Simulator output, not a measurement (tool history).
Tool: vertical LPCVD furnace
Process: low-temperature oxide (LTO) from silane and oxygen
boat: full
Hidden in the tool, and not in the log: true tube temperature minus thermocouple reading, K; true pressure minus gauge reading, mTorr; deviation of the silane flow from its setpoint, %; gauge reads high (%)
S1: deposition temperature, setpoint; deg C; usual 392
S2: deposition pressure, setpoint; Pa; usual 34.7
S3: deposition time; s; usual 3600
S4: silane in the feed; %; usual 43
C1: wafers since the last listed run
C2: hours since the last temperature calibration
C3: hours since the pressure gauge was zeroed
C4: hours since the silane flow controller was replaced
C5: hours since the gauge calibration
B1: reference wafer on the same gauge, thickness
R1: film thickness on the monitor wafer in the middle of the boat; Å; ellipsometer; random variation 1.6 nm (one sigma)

Run 1, hour 0: usual settings; C1 0; C2 1455; C3 1537.9; C4 5702; C5 262.9; B1 639.53. Result: R1 6745.1 Å.
Run 2, hour 17.8: usual settings; C1 241; C2 1472.8; C3 1555.7; C4 5719.8; C5 280.7; B1 640.14. Result: R1 6772.6 Å.
Run 3, hour 42.4: usual settings; C1 334; C2 1497.4; C3 1580.3; C4 5744.4; C5 305.3; B1 639.71. Result: R1 6752.4 Å.
Run 4, hour 75.8: usual settings but S4 50 %; C1 453; C2 1530.8; C3 1613.7; C4 5777.8; C5 338.7; B1 640.39. Result: R1 7892.5 Å.
Run 5, hour 95.1: usual settings but S1 383 deg C; C1 262; C2 1550.1; C3 1633; C4 5797.1; C5 358; B1 640.56. Result: R1 6110.8 Å.
Run 6, hour 110.3: usual settings; C1 206; C2 1565.3; C3 1648.2; C4 5812.3; C5 373.2; B1 639.68. Result: R1 6782.2 Å.
Run 7, hour 144.4: usual settings; C1 463; C2 1599.4; C3 1682.3; C4 5846.4; C5 407.3; B1 640.6. Result: R1 6753.5 Å.
At hour 168.4: silane flow controller replaced.
At hour 187.4: pressure gauge zeroed.
Run 8, hour 187.9: usual settings; C1 7; C2 1642.9; C3 0.5; C4 19.5; C5 450.8; B1 640.6. Result: R1 6759.4 Å.
At hour 190: gauge calibrated.
Run 9, hour 262.3: usual settings but S2 29.3 Pa; C1 1010; C2 1717.3; C3 74.9; C4 93.9; C5 72.3; B1 640.28. Result: R1 5727.4 Å.
At hour 308.9: thermocouples replaced and temperature profile calibrated.
Run 10, hour 309.4: usual settings but S1 402 deg C, S2 26 Pa, S3 4320 s; C1 313; C2 0.5; C3 122; C4 141; C5 119.4; B1 640. Result: R1 6515.6 Å.
Run 11, hour 315.5: usual settings but S1 399 deg C, S2 26 Pa, S3 4470 s, S4 50 %; C1 82; C2 6.6; C3 128.1; C4 147.1; C5 125.5; B1 639.93. Result: R1 7539.3 Å.
Run 12, hour 327.9: usual settings but S2 40 Pa, S4 38 %; C1 168; C2 19; C3 140.5; C4 159.5; C5 137.9; B1 640.06. Result: R1 6464.9 Å.
Run 13, hour 347.4: usual settings; C1 264; C2 38.5; C3 160; C4 179; C5 157.4; B1 640.16. Result: R1 6508.1 Å.
Run 14, hour 383.3: usual settings but S1 403 deg C, S3 2460 s; C1 487; C2 74.4; C3 195.9; C4 214.9; C5 193.3; B1 639.96. Result: R1 5026.6 Å.
Run 15, hour 398.8: usual settings but S1 396 deg C, S3 4920 s; C1 210; C2 89.9; C3 211.4; C4 230.4; C5 208.8; B1 640.47. Result: R1 9297.3 Å.
Run 16, hour 431.8: usual settings but S2 29.3 Pa; C1 448; C2 122.9; C3 244.4; C4 263.4; C5 241.8; B1 639.74. Result: R1 5543.1 Å.

Measured less the same run without the tool's hidden state. The same run-to-run variation is in both; the gauge's scatter may not be:
run      R1
  1  +304.4
  2  +306.2
  3  +306.1
  4    +340
  5  +288.5
  6  +309.4
  7    +309
  8  +310.4
  9  +264.4
 10   +25.7
 11   +32.2
 12   +38.7
 13   +48.2
 14   +49.6
 15  +105.1
 16     +77
